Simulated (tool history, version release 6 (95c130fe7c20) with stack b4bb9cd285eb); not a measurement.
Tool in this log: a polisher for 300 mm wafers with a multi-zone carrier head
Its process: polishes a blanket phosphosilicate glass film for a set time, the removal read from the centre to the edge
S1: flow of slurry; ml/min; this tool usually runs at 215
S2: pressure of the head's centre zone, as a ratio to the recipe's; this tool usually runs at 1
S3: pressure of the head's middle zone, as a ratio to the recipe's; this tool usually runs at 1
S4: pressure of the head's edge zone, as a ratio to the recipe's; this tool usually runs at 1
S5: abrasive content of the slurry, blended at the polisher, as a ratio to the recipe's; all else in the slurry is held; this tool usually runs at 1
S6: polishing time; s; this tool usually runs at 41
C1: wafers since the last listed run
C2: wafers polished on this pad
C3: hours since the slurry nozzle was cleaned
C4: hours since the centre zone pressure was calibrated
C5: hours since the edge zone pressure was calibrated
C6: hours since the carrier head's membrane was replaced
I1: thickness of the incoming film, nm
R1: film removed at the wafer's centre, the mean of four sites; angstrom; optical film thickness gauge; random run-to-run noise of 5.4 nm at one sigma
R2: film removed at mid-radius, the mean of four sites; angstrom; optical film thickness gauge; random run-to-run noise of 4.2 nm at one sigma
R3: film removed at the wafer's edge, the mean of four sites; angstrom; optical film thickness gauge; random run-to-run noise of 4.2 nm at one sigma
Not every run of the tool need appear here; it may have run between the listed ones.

run 1 hour=0 | S1=255 S2=1 S3=1 S4=1 S5=1 S6=41 | C1=0 C2=3406 C3=459 C4=61.4 C5=30.6 C6=1127.9 | I1=2298.3 | R1=4323 R2=4240 R3=4163
-- hour=17.7 worn pad replaced by a new one
run 2 hour=47.6 | S1=255 S2=1 S3=1 S4=1 S5=1 S6=41 | C1=638 C2=438 C3=506.6 C4=109 C5=78.2 C6=1175.5 | I1=2321.7 | R1=4224 R2=4179 R3=4247
run 3 hour=101.5 | S1=255 S2=1 S3=1 S4=1 S5=1 S6=41 | C1=789 C2=1227 C3=560.5 C4=162.9 C5=132.1 C6=1229.4 | I1=2262.4 | R1=4305 R2=4272 R3=4216
run 4 hour=159.8 | S1=215 S2=1 S3=1 S4=1 S5=1 S6=41 | C1=854 C2=2082 C3=618.8 C4=221.2 C5=190.4 C6=1287.7 | I1=2269.5 | R1=4081 R2=4134 R3=4074
-- hour=248.3 carrier head's membrane replaced by a new one
-- hour=254.4 edge zone pressure recalibrated
run 5 hour=262 | S1=215 S2=1 S3=1 S4=1 S5=1 S6=41 | C1=1394 C2=3476 C3=721 C4=323.4 C5=7.6 C6=13.7 | I1=2271.4 | R1=4069 R2=4055 R3=4047
-- hour=282.2 worn pad replaced by a new one
run 6 hour=327.3 | S1=215 S2=1 S3=1 S4=1 S5=1 S6=41 | C1=898 C2=660 C3=786.3 C4=388.7 C5=72.9 C6=79 | I1=2287.2 | R1=3996 R2=4149 R3=4130
-- hour=335.6 slurry nozzle cleaned
run 7 hour=352.8 | S1=215 S2=1 S3=1 S4=1 S5=1 S6=41 | C1=358 C2=1019 C3=17.2 C4=414.2 C5=98.4 C6=104.5 | I1=2315.5 | R1=3749 R2=3872 R3=3877
run 8 hour=404.3 | S1=215 S2=1 S3=1 S4=0.96 S5=1 S6=41 | C1=754 C2=1773 C3=68.7 C4=465.7 C5=149.9 C6=156 | I1=2314.3 | R1=3675 R2=3813 R3=3804
run 9 hour=472.7 | S1=215 S2=1 S3=1 S4=1.12 S5=1 S6=41 | C1=1002 C2=2776 C3=137.1 C4=534.1 C5=218.3 C6=224.4 | I1=2306.8 | R1=3651 R2=3700 R3=4034
-- hour=568.2 edge zone pressure recalibrated
run 10 hour=579.5 | S1=215 S2=1 S3=1 S4=1 S5=1 S6=41 | C1=1535 C2=4311 C3=243.9 C4=640.9 C5=11.3 C6=331.2 | I1=2326.8 | R1=3520 R2=3593 R3=3788
-- hour=592 worn pad replaced by a new one
-- hour=630.7 slurry nozzle cleaned, repeated, since the last time left the tool worse
run 11 hour=648.9 | S1=215 S2=0.97 S3=1 S4=1 S5=1 S6=49 | C1=943 C2=818 C3=18.2 C4=710.3 C5=80.7 C6=400.6 | I1=2304 | R1=4901 R2=5060 R3=5012
run 12 hour=677.5 | S1=215 S2=1 S3=1.07 S4=1.09 S5=1 S6=48 | C1=419 C2=1237 C3=46.8 C4=738.9 C5=109.3 C6=429.2 | I1=2300.8 | R1=5034 R2=5201 R3=5098
run 13 hour=722.3 | S1=215 S2=1 S3=1.03 S4=1 S5=1 S6=34 | C1=656 C2=1894 C3=91.6 C4=783.7 C5=154.1 C6=474 | I1=2316.9 | R1=3447 R2=3538 R3=3512
-- hour=782.6 centre zone pressure recalibrated
-- hour=833.7 worn pad replaced by a new one
-- hour=873.1 edge zone pressure recalibrated
run 14 hour=904.4 | S1=215 S2=1 S3=1 S4=1.1 S5=1 S6=41 | C1=2550 C2=1006 C3=273.7 C4=121.8 C5=31.3 C6=656.1 | I1=2309.4 | R1=4146 R2=4061 R3=4294
run 15 hour=938.2 | S1=215 S2=1 S3=1 S4=1 S5=1 S6=41 | C1=495 C2=1501 C3=307.5 C4=155.6 C5=65.1 C6=689.9 | I1=2320.5 | R1=4140 R2=4099 R3=4119
run 16 hour=979.5 | S1=265 S2=1 S3=1 S4=1.11 S5=1.3 S6=52 | C1=605 C2=2106 C3=348.8 C4=196.9 C5=106.4 C6=731.2 | I1=2285.8 | R1=6093 R2=6189 R3=6358
run 17 hour=1006.3 | S1=180 S2=0.9 S3=1 S4=1.05 S5=1.15 S6=41 | C1=392 C2=2499 C3=375.6 C4=223.7 C5=133.2 C6=758 | I1=2296.4 | R1=3815 R2=4248 R3=4318
run 18 hour=1056.8 | S1=215 S2=0.94 S3=1.06 S4=1.04 S5=1 S6=37 | C1=739 C2=3239 C3=426.1 C4=274.2 C5=183.7 C6=808.5 | I1=2323.4 | R1=3384 R2=3901 R3=3811
-- hour=1094.3 worn pad replaced by a new one
run 19 hour=1125.2 | S1=265 S2=1 S3=1 S4=1.11 S5=1.3 S6=52 | C1=943 C2=452 C3=494.5 C4=342.6 C5=252.1 C6=876.9 | I1=2322.9 | R1=5927 R2=5953 R3=6281
run 20 hour=1169.8 | S1=215 S2=1 S3=1.1 S4=1 S5=1.2 S6=30 | C1=653 C2=1106 C3=539.1 C4=387.2 C5=296.7 C6=921.5 | I1=2297.6 | R1=3297 R2=3528 R3=3292

Below, some changes in R1 between adjacent runs. For each, the amount present without the hidden state too (settings, incoming material, random variation) and the amount remaining for the hidden state with gauge scatter not shared by both compared results:
The tool's hidden condition here consists of: removal rate lost through wear of the pad, %; slurry flow missing at the pad, %; deviation of the centre zone's pressure from its setpoint, %; deviation of the edge zone's pressure from its setpoint, %.
Run 6 -> 7: slurry nozzle cleaned. R1 -247 angstrom: hidden state -264, all else +17.
Run 10 -> 11: S2 1 -> 0.97, S6 41 -> 49, worn pad replaced by a new one, slurry nozzle cleaned, repeated, since the last time left the tool worse. R1 +1381 angstrom: hidden state +709, all else +672.
Run 18 -> 19: S1 215 -> 265, S2 0.94 -> 1, S3 1.06 -> 1, S4 1.04 -> 1.11, S5 1 -> 1.3, S6 37 -> 52, worn pad replaced by a new one. R1 +2543 angstrom: hidden state -67, all else +2610.
Run 19 -> 20: S1 265 -> 215, S3 1 -> 1.1, S4 1.11 -> 1, S5 1.3 -> 1.2, S6 52 -> 30. R1 -2630 angstrom: hidden state +55, all else -2685.
